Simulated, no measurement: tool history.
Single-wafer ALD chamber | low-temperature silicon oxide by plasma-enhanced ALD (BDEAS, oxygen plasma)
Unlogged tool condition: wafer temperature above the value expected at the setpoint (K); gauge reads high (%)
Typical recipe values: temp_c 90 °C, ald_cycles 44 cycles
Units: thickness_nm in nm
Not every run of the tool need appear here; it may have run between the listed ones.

| run | hour | temp_c | ald_cycles | wafers since the last listed run | hours since the last thermocouple change | hours since the gauge calibration | read-back reference wafer on the same gauge, thickness_nm | thickness_nm |
|---|---|---|---|---|---|---|---|---|
| 1 | 0 | 90 | 47 | 0 | 1707 | 268.8 | 7.064 | 7.67 |
| 2 | 162.2 | 90 | 47 | 980 | 1869.2 | 431 | 7.059 | 7.679 |
| 3 | 260.3 | 90 | 47 | 592 | 1967.3 | 529.1 | 7.053 | 7.674 |
| 4 | 335.1 | 90 | 44 | 452 | 2042.1 | 603.9 | 7.063 | 7.197 |
| 5 | 422.7 | 90 | 44 | 529 | 2129.7 | 691.5 | 7.059 | 7.155 |
|  | 441.6 | gauge calibrated |
|  | 476.8 | thermocouple changed; heater temperature recalibrated |
| 6 | 524.9 | 90 | 44 | 569 | 48.1 | 83.3 | 7.059 | 7.196 |
| 7 | 582.5 | 90 | 44 | 348 | 105.7 | 140.9 | 7.071 | 7.192 |
| 8 | 637.3 | 83 | 52 | 331 | 160.5 | 195.7 | 7.066 | 8.664 |
| 9 | 722 | 105 | 46 | 511 | 245.2 | 280.4 | 7.055 | 7.215 |
| 10 | 804.9 | 90 | 44 | 501 | 328.1 | 363.3 | 7.068 | 7.178 |
| 11 | 865 | 76 | 44 | 363 | 388.2 | 423.4 | 7.052 | 7.469 |
| 12 | 946.3 | 90 | 38 | 491 | 469.5 | 504.7 | 7.056 | 6.213 |
| 13 | 1046.9 | 97 | 44 | 608 | 570.1 | 605.3 | 7.056 | 7.064 |
| 14 | 1109.2 | 90 | 44 | 376 | 632.4 | 667.6 | 7.062 | 7.168 |
|  | 1138.3 | gauge calibrated |
| 15 | 1194.5 | 77 | 48 | 515 | 717.7 | 56.2 | 7.064 | 8.142 |

What if the next run were any one of these 3? Each begins from the tool's condition after run 15:
| A | 1195 | 90 | 44 | 3 | 718.2 | 56.7 | ? | ? |
| B | 1195 | 94 | 50 | 3 | 718.2 | 56.7 | ? | ? |
| C | 1195 | 99 | 44 | 3 | 718.2 | 56.7 | ? | ? |

| run | read-back reference wafer on the same gauge, thickness_nm | thickness_nm |
|---|---|---|
| A | 7.06 | 7.181 |
| B | 7.06 | 8.06 |
| C | 7.06 | 6.983 |
With no hidden state in the tool, these same runs would have given:
| run | thickness_nm |
|---|---|
| A | 7.181 |
| B | 8.06 |
| C | 6.983 |
